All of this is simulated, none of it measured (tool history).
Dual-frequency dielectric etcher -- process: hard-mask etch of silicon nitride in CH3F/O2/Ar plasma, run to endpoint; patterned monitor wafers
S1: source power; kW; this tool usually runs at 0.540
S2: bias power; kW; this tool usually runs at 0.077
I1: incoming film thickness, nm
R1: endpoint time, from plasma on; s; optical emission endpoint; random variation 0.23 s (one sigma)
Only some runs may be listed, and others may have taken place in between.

run,day,S1,S2,I1,R1
1,0.000,0.540,0.077,35.34,43.9
2,2.025,0.540,0.077,34.88,42.9
3,3.479,0.480,0.077,35.39,46.6
4,5.925,0.480,0.077,35.48,46.5
5,8.612,0.480,0.077,34.87,45.6
6,9.900,0.540,0.077,35.44,43.0
7,12.471,0.540,0.077,35.37,42.7
# day 14.025: bias power generator calibrated
8,14.312,0.540,0.077,35.66,42.9
# day 15.704: wet clean of the chamber
9,16.733,0.600,0.091,35.73,39.7
# day 17.671: source power generator calibrated
10,18.783,0.640,0.093,35.00,37.3
11,20.025,0.400,0.064,35.16,54.6
# day 22.100: upper electrode replaced
12,22.121,0.540,0.077,35.25,43.4
13,23.083,0.480,0.084,35.11,44.6
14,25.758,0.540,0.077,34.90,42.4
15,28.300,0.440,0.065,34.90,50.2
16,29.508,0.660,0.085,35.13,36.9
17,30.617,0.410,0.093,35.26,46.9

Difference, measured minus no-hidden-state, one row per run. Run-to-run variation is common to both terms; the gauge's own scatter need not be:
What the log doesn't record here: etch rate over this chamber's usual, %; source power that arrives over what is set, %; bias power that arrives over what is set, %.
run,R1
1,-0.1
2,-0.3
3,-0.3
4,-0.5
5,-0.7
6,-0.8
7,-1.0
8,-1.1
9,-0.2
10,-0.2
11,-0.4
12,-0.5
13,-0.6
14,-0.8
15,-1.0
16,-0.8
17,-1.2
